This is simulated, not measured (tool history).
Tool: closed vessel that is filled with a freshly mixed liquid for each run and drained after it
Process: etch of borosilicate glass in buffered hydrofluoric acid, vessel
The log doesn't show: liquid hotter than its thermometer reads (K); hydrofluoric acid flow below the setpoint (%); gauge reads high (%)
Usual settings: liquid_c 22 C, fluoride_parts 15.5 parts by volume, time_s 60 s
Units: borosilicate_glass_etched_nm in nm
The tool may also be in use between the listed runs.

run   hour  liquid_c  fluoride_parts  time_s  wafers since the last listed run  hours since the thermometer was replaced  hours since the hydrofluoric acid flow meter was replaced  hours since the gauge calibration  read-back film thickness of the borosilicate glass reference wafer, read on the same gauge (nm)  borosilicate_glass_etched_nm
  1      0        22            15.5      45                                 0                                    2500.5                                                     1766.7                              217.8                                                                                            81.29                         36.65
  2   31.6        22            15.5      45                              2125                                    2532.1                                                     1798.3                              249.4                                                                                            81.38                         36.62
  3   54.9        22            15.5      40                              1567                                    2555.4                                                     1821.6                              272.7                                                                                            81.42                         32.29
  4   83.5        22            15.5      40                              1923                                      2584                                                     1850.2                              301.3                                                                                            81.47                         32.41
  5  109.8        22            15.5      80                              1769                                    2610.3                                                     1876.5                              327.6                                                                                            81.54                         65.17
  6  125.5        22            15.5      60                              1056                                      2626                                                     1892.2                              343.3                                                                                            81.56                         49.02
  7  153.9        22            15.5      60                              1910                                    2654.4                                                     1920.6                              371.7                                                                                            81.59                         48.53
  8  171.1        22            15.5      60                              1157                                    2671.6                                                     1937.8                              388.9                                                                                             81.6                         48.88
  9  191.3        22            15.5      60                              1358                                    2691.8                                                       1958                              409.1                                                                                            81.62                         48.78
 10  206.3      23.5            15.5      60                              1009                                    2706.8                                                       1973                              424.1                                                                                            81.65                         53.46
 11    232        22            15.5      85                              1728                                    2732.5                                                     1998.7                              449.8                                                                                            81.66                         69.99
     243.1  -- thermometer replaced
     243.3  -- gauge calibrated
 12  250.2      26.5            15.5      90                              1157                                       7.1                                                     2016.9                                6.9                                                                                            79.98                         91.41
 13  270.4        22            15.5      60                              1358                                      27.3                                                     2037.1                               27.1                                                                                            80.17                         47.77
 14  282.4        22            15.5      90                               807                                      39.3                                                     2049.1                               39.1                                                                                            80.28                         71.37
 15  295.2      19.5            13.5      60                               861                                      52.1                                                     2061.9                               51.9                                                                                            80.37                         48.37
 16  310.6      25.5              20      75                              1035                                      67.5                                                     2077.3                               67.3                                                                                            80.48                         56.96
     340.1  -- hydrofluoric acid flow meter replaced
 17  404.1        22            15.5      60                              6222                                       161                                                         64                              160.8                                                                                               81                         48.45
 18  468.6        22            15.5      60                              4339                                     225.5                                                      128.5                              225.3                                                                                             81.2                         49.02
 19  499.5        19            12.5      90                              2078                                     256.4                                                      159.4                              256.2                                                                                            81.27                          77.5
 20    535        19              19      60                              2388                                     291.9                                                      194.9                              291.7                                                                                            81.35                         33.86
 21  549.1        22            15.5      70                               948                                       306                                                        209                              305.8                                                                                            81.36                         56.98

Some steps in borosilicate_glass_etched_nm between neighbouring runs. How much of each would the tool show without its hidden state too (settings, what came in, random variation), and how much is left for the hidden state, with any gauge scatter that isn't in both results?
Run 11 -> 12: liquid_c 22 -> 26.5, time_s 85 -> 90, thermometer replaced, gauge calibrated. borosilicate_glass_etched_nm +21.42 nm: hidden state -1.43, all else +22.85.
Run 12 -> 13: liquid_c 26.5 -> 22, time_s 90 -> 60. borosilicate_glass_etched_nm -43.64 nm: hidden state +0.12, all else -43.76.
Run 19 -> 20: fluoride_parts 12.5 -> 19, time_s 90 -> 60. borosilicate_glass_etched_nm -43.64 nm: hidden state -0.66, all else -42.98.

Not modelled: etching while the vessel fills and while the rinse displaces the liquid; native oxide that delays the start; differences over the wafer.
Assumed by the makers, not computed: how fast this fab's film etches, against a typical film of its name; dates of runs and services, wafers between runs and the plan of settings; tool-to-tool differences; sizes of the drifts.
